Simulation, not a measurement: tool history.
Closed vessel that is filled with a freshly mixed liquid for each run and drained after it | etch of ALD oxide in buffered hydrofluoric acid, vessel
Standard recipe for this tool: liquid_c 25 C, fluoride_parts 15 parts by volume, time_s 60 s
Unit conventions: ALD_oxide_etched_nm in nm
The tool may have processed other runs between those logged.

| run | hour | liquid_c | fluoride_parts | time_s | read-back film thickness of the ALD oxide reference wafer, read on the same gauge (nm) | ALD_oxide_etched_nm |
|---|---|---|---|---|---|---|
| 1 | 0 | 23.5 | 11.5 | 60 | 59.98 | 112.77 |
| 2 | 35.8 | 23.5 | 11.5 | 60 | 59.98 | 112.26 |
| 3 | 65.8 | 25 | 15 | 60 | 60 | 94.73 |
| 4 | 78.9 | 23.5 | 15 | 60 | 59.99 | 87.76 |
| 5 | 162.6 | 23.5 | 15 | 60 | 59.97 | 87.17 |
| 6 | 180.4 | 25 | 15 | 90 | 60.04 | 143.82 |
| 7 | 197.4 | 25 | 15 | 90 | 60.01 | 141.57 |
| 8 | 226.7 | 25 | 15 | 60 | 59.99 | 94.27 |
| 9 | 239.7 | 25 | 12.5 | 60 | 59.99 | 114.04 |
| 10 | 274.8 | 25 | 12.5 | 60 | 60.01 | 114.34 |
| 11 | 293.5 | 25 | 15 | 60 | 60 | 96.11 |
| 12 | 314 | 25 | 15 | 60 | 59.98 | 94.69 |
|  | 315.4 | thermometer replaced |
| 13 | 340.3 | 25 | 15 | 60 | 59.97 | 95.77 |
| 14 | 367.6 | 25 | 15 | 70 | 59.99 | 111.88 |
| 15 | 389 | 25 | 15 | 70 | 60.01 | 111.84 |
| 16 | 415 | 21.5 | 15 | 95 | 60.02 | 124.76 |
|  | 442.6 | hydrofluoric acid flow meter replaced |
| 17 | 448.6 | 21 | 19.5 | 40 | 60.02 | 41.7 |
|  | 462.8 | gauge calibrated |
| 18 | 467 | 20.5 | 20 | 60 | 60 | 58.75 |
| 19 | 481.1 | 25 | 15 | 60 | 60 | 100.71 |
| 20 | 508.2 | 27.5 | 19.5 | 80 | 60 | 117.17 |
| 21 | 533.5 | 25 | 15 | 60 | 59.99 | 99.62 |
| 22 | 563.9 | 20 | 9.5 | 90 | 59.99 | 172.83 |
| 23 | 598.8 | 25 | 16.5 | 60 | 59.98 | 91.07 |
| 24 | 614.2 | 20.5 | 15 | 60 | 59.99 | 78.83 |
|  | 619.4 | hydrofluoric acid flow meter replaced, repeated, since the last time left the tool worse |
| 25 | 635.4 | 25 | 15 | 60 | 59.99 | 87 |
| 26 | 670.4 | 23 | 12 | 80 | 59.96 | 130.64 |
| 27 | 695 | 25 | 12.5 | 85 | 60.03 | 147.77 |
| 28 | 727.9 | 25 | 15 | 60 | 60.01 | 87.95 |
| 29 | 758.4 | 25 | 12 | 85 | 59.99 | 153.57 |
| 30 | 774.3 | 30 | 15 | 95 | 60.01 | 183.15 |
| 31 | 809.5 | 21.5 | 18.5 | 60 | 60.04 | 58.45 |
| 32 | 829.4 | 22 | 11 | 70 | 59.98 | 117.69 |
| 33 | 843.3 | 23 | 19 | 85 | 59.96 | 88.34 |
| 34 | 869.3 | 25 | 11.5 | 30 | 60.01 | 56.64 |

Alternative continuations, all from the tool just after run 34; predict every row:
| A | 870 | 25 | 15 | 60 | ? | ? |
| B | 870 | 23.5 | 19 | 50 | ? | ? |
| C | 870 | 21 | 17.5 | 75 | ? | ? |
| D | 870 | 27 | 12 | 90 | ? | ? |

| run | read-back film thickness of the ALD oxide reference wafer, read on the same gauge (nm) | ALD_oxide_etched_nm |
|---|---|---|
| A | 59.99 | 87.86 |
| B | 59.99 | 53.46 |
| C | 59.99 | 75.73 |
| D | 59.99 | 182.63 |
What these runs would have given with no unlogged condition in the tool:
| run | ALD_oxide_etched_nm |
|---|---|
| A | 86.67 |
| B | 52.73 |
| C | 74.7 |
| D | 180.18 |

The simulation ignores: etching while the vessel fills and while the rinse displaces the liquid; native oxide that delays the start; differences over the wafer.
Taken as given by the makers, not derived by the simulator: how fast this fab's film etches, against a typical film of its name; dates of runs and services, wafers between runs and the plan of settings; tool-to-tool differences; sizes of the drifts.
